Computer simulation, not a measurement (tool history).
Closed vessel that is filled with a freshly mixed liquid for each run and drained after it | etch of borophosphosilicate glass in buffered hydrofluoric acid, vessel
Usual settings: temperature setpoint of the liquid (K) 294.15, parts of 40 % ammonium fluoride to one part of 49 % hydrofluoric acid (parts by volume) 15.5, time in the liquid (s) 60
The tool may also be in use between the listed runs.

run	day	temperature setpoint of the liquid (K)	parts of 40 % ammonium fluoride to one part of 49 % hydrofluoric acid (parts by volume)	time in the liquid (s)	read-back film thickness of the borophosphosilicate glass reference wafer, read on the same gauge (nm)	thickness taken off the borophosphosilicate glass on a monitor wafer (Å)
1	0	294.15	15.5	60	120	351.7
2	0.562	294.15	15.5	60	119.98	351.1
3	2.033	294.15	15.5	60	120.01	348.4
4	3.308	294.15	15.5	60	120.02	350
5	3.988	294.15	15.5	60	120.01	351.3
6	4.558	294.15	15.5	60	120.01	349.8
# day 4.754: gauge calibrated
7	5.229	294.15	15.5	60	120	348.1
8	6.688	294.15	15.5	60	119.98	350.7
9	7.608	294.15	12.5	30	120	215.3
# day 8.329: hydrofluoric acid flow meter replaced
10	8.471	290.15	15.5	75	119.99	401.7

Forecast run 11:
# day 9.779: thermometer replaced
11	9.9	291.65	12.5	90	?	?

{"run 11": {"read-back film thickness of the borophosphosilicate glass reference wafer, read on the same gauge (nm)": 120.01, "thickness taken off the borophosphosilicate glass on a monitor wafer (Å)": 650.8}}
Without the tool's hidden state the same run would have given thickness taken off the borophosphosilicate glass on a monitor wafer (Å) 665.1.

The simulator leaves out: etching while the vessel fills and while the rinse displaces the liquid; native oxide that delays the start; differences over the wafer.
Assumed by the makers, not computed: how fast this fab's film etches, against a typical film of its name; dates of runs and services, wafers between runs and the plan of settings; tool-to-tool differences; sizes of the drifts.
